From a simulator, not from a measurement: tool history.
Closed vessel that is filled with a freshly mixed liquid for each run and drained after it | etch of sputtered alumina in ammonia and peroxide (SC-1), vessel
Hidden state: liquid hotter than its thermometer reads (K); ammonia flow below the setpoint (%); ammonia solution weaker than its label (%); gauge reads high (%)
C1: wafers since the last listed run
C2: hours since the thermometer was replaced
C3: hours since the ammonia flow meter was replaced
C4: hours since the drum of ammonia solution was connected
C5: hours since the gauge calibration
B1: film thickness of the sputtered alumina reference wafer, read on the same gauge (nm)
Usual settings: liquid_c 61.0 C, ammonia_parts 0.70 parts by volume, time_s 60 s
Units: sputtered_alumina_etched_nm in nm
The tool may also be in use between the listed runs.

Run 1, hour 0.0: usual settings but liquid_c 67.0 C, ammonia_parts 0.50 parts by volume; C1 0; C2 1041.8; C3 608.5; C4 112.2; C5 360.8; B1 150.05. Result: sputtered_alumina_etched_nm 7.19 nm.
Run 2, hour 47.5: usual settings but liquid_c 69.0 C; C1 4408; C2 1089.3; C3 656.0; C4 159.7; C5 408.3; B1 150.00. Result: sputtered_alumina_etched_nm 8.11 nm.
Run 3, hour 129.3: usual settings but liquid_c 69.0 C; C1 7592; C2 1171.1; C3 737.8; C4 241.5; C5 490.1; B1 149.99. Result: sputtered_alumina_etched_nm 8.17 nm.
Run 4, hour 213.9: usual settings; C1 7852; C2 1255.7; C3 822.4; C4 326.1; C5 574.7; B1 149.95. Result: sputtered_alumina_etched_nm 5.54 nm.
Run 5, hour 262.5: usual settings; C1 4511; C2 1304.3; C3 871.0; C4 374.7; C5 623.3; B1 150.03. Result: sputtered_alumina_etched_nm 5.58 nm.
Run 6, hour 349.8: usual settings; C1 8103; C2 1391.6; C3 958.3; C4 462.0; C5 710.6; B1 150.04. Result: sputtered_alumina_etched_nm 5.55 nm.
Run 7, hour 417.7: usual settings; C1 6302; C2 1459.5; C3 1026.2; C4 529.9; C5 778.5; B1 150.02. Result: sputtered_alumina_etched_nm 5.63 nm.
Run 8, hour 474.1: usual settings; C1 5234; C2 1515.9; C3 1082.6; C4 586.3; C5 834.9; B1 149.99. Result: sputtered_alumina_etched_nm 5.62 nm.
Run 9, hour 558.4: usual settings; C1 7824; C2 1600.2; C3 1166.9; C4 670.6; C5 919.2; B1 150.02. Result: sputtered_alumina_etched_nm 5.61 nm.
Run 10, hour 596.3: usual settings; C1 3517; C2 1638.1; C3 1204.8; C4 708.5; C5 957.1; B1 149.97. Result: sputtered_alumina_etched_nm 5.64 nm.
Run 11, hour 651.9: usual settings; C1 5160; C2 1693.7; C3 1260.4; C4 764.1; C5 1012.7; B1 149.99. Result: sputtered_alumina_etched_nm 5.69 nm.
Run 12, hour 699.6: usual settings; C1 4427; C2 1741.4; C3 1308.1; C4 811.8; C5 1060.4; B1 149.99. Result: sputtered_alumina_etched_nm 5.72 nm.
Run 13, hour 789.7: usual settings; C1 8362; C2 1831.5; C3 1398.2; C4 901.9; C5 1150.5; B1 150.02. Result: sputtered_alumina_etched_nm 5.65 nm.
Run 14, hour 838.8: usual settings but liquid_c 57.0 C, ammonia_parts 0.50 parts by volume, time_s 85 s; C1 4557; C2 1880.6; C3 1447.3; C4 951.0; C5 1199.6; B1 150.02. Result: sputtered_alumina_etched_nm 6.42 nm.
At hour 884.8: new drum of ammonia solution connected.
Run 15, hour 934.2: usual settings but liquid_c 56.0 C, time_s 45 s; C1 8762; C2 1976.0; C3 1542.7; C4 49.4; C5 1295.0; B1 150.05. Result: sputtered_alumina_etched_nm 3.33 nm.
At hour 974.9: gauge calibrated.
Run 16, hour 984.4: usual settings; C1 4659; C2 2026.2; C3 1592.9; C4 99.6; C5 9.5; B1 150.07. Result: sputtered_alumina_etched_nm 5.76 nm.
At hour 1011.0: ammonia flow meter replaced.
Run 17, hour 1080.4: usual settings but ammonia_parts 0.95 parts by volume, time_s 85 s; C1 8817; C2 2122.2; C3 69.4; C4 195.6; C5 105.5; B1 150.00. Result: sputtered_alumina_etched_nm 8.45 nm.
Run 18, hour 1167.0: usual settings but time_s 80 s; C1 8038; C2 2208.8; C3 156.0; C4 282.2; C5 192.1; B1 150.01. Result: sputtered_alumina_etched_nm 7.82 nm.
Run 19, hour 1218.0: usual settings but liquid_c 57.0 C, ammonia_parts 1.05 parts by volume, time_s 30 s; C1 4733; C2 2259.8; C3 207.0; C4 333.2; C5 243.1; B1 150.01. Result: sputtered_alumina_etched_nm 2.47 nm.
Run 20, hour 1280.5: usual settings but time_s 35 s; C1 5801; C2 2322.3; C3 269.5; C4 395.7; C5 305.6; B1 150.02. Result: sputtered_alumina_etched_nm 3.38 nm.
Run 21, hour 1356.8: usual settings but liquid_c 63.5 C, ammonia_parts 1.00 parts by volume; C1 7082; C2 2398.6; C3 345.8; C4 472.0; C5 381.9; B1 150.00. Result: sputtered_alumina_etched_nm 6.85 nm.
At hour 1366.2: thermometer replaced.
Run 22, hour 1439.2: usual settings; C1 7555; C2 73.0; C3 428.2; C4 554.4; C5 464.3; B1 149.95. Result: sputtered_alumina_etched_nm 5.25 nm.
Run 23, hour 1525.9: usual settings but ammonia_parts 0.40 parts by volume, time_s 85 s; C1 8047; C2 159.7; C3 514.9; C4 641.1; C5 551.0; B1 150.07. Result: sputtered_alumina_etched_nm 6.97 nm.
Run 24, hour 1625.8: usual settings but liquid_c 55.0 C, ammonia_parts 0.55 parts by volume, time_s 50 s; C1 9272; C2 259.6; C3 614.8; C4 741.0; C5 650.9; B1 150.03. Result: sputtered_alumina_etched_nm 3.10 nm.
At hour 1675.1: new drum of ammonia solution connected.
Run 25, hour 1732.2: usual settings; C1 9783; C2 366.0; C3 721.2; C4 57.1; C5 757.3; B1 150.03. Result: sputtered_alumina_etched_nm 5.30 nm.

Hidden state at the last listed run before each entry between runs and at the first one after, where it differs:
Between runs 14 and 15: new drum of ammonia solution connected (hour 884.8)
  liquid hotter than its thermometer reads (K): 2.04 -> 2.14
  measured less the result without the state, sputtered_alumina_etched_nm: +0.64 -> +0.35 nm
Between runs 15 and 16: gauge calibrated (hour 974.9)
  liquid hotter than its thermometer reads (K): 2.14 -> 2.19
  measured less the result without the state, sputtered_alumina_etched_nm: +0.35 -> +0.60 nm
Between runs 16 and 17: ammonia flow meter replaced (hour 1011.0)
  liquid hotter than its thermometer reads (K): 2.19 -> 2.29
  measured less the result without the state, sputtered_alumina_etched_nm: +0.60 -> +0.92 nm
Between runs 21 and 22: thermometer replaced (hour 1366.2)
  liquid hotter than its thermometer reads (K): 2.57 -> 0.123
  measured less the result without the state, sputtered_alumina_etched_nm: +0.82 -> +0.03 nm
Between runs 24 and 25: new drum of ammonia solution connected (hour 1675.1)
  liquid hotter than its thermometer reads (K): 0.315 -> 0.424
  measured less the result without the state, sputtered_alumina_etched_nm: +0.05 -> +0.11 nm
